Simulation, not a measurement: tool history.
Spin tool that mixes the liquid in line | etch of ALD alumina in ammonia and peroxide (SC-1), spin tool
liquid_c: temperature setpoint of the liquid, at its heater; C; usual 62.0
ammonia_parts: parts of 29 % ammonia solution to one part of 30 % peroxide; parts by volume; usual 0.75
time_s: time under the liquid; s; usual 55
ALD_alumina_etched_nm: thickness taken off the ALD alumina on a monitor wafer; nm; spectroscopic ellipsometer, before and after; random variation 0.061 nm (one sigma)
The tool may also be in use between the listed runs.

run	hour	liquid_c	ammonia_parts	time_s	read-back film thickness of the ALD alumina reference wafer, read on the same gauge (nm)	ALD_alumina_etched_nm
1	0.0	56.0	0.75	40	30.00	3.54
2	16.8	56.0	0.75	40	29.99	3.54
3	27.0	56.0	0.75	40	30.02	3.55
4	43.5	62.0	0.75	40	29.99	4.83
5	54.9	62.0	0.75	40	30.02	4.78
6	65.4	62.0	0.75	40	29.99	4.83
7	73.6	62.0	0.75	55	30.03	6.57
8	85.1	59.0	0.75	55	30.02	5.72
9	104.8	59.0	0.75	55	29.97	5.64
10	112.8	62.0	0.75	55	29.99	6.61
# hour 116.5: heated supply line repaired
11	125.7	62.0	0.75	55	30.00	6.66
12	141.8	62.0	0.75	55	30.00	6.63
# hour 149.6: new drum of ammonia solution connected
13	152.5	68.0	0.45	40	29.98	6.27
14	169.0	68.0	0.45	40	29.99	6.05
15	178.3	64.5	0.95	45	30.04	6.25
16	195.4	54.5	0.75	70	30.00	5.69
17	207.4	62.0	0.95	55	30.04	6.86
# hour 213.6: ammonia flow meter replaced
# hour 223.3: gauge calibrated
# hour 246.1: thermometer replaced
18	260.4	66.0	1.05	40	30.01	6.10
19	271.5	69.0	0.75	55	30.01	9.38
20	286.1	65.5	1.10	55	30.00	8.15
21	299.3	62.0	0.75	70	30.02	8.41
22	311.5	62.0	0.75	55	30.00	6.66
23	324.6	66.5	0.75	20	29.99	3.05
24	331.4	62.0	0.75	55	29.99	6.66

4 ways to go on from here, each from the tool as it stands after run 24. What would each give?
A	331.8	62.0	1.15	55	?	?
B	331.8	62.0	1.05	55	?	?
C	331.8	55.0	1.00	70	?	?
D	331.8	57.0	0.75	55	?	?

run	read-back film thickness of the ALD alumina reference wafer, read on the same gauge (nm)	ALD_alumina_etched_nm
A	30.00	6.85
B	30.00	6.80
C	30.00	5.99
D	30.00	5.09
Without the tool's hidden state the same runs would have given:
run	ALD_alumina_etched_nm
A	6.85
B	6.80
C	5.99
D	5.09
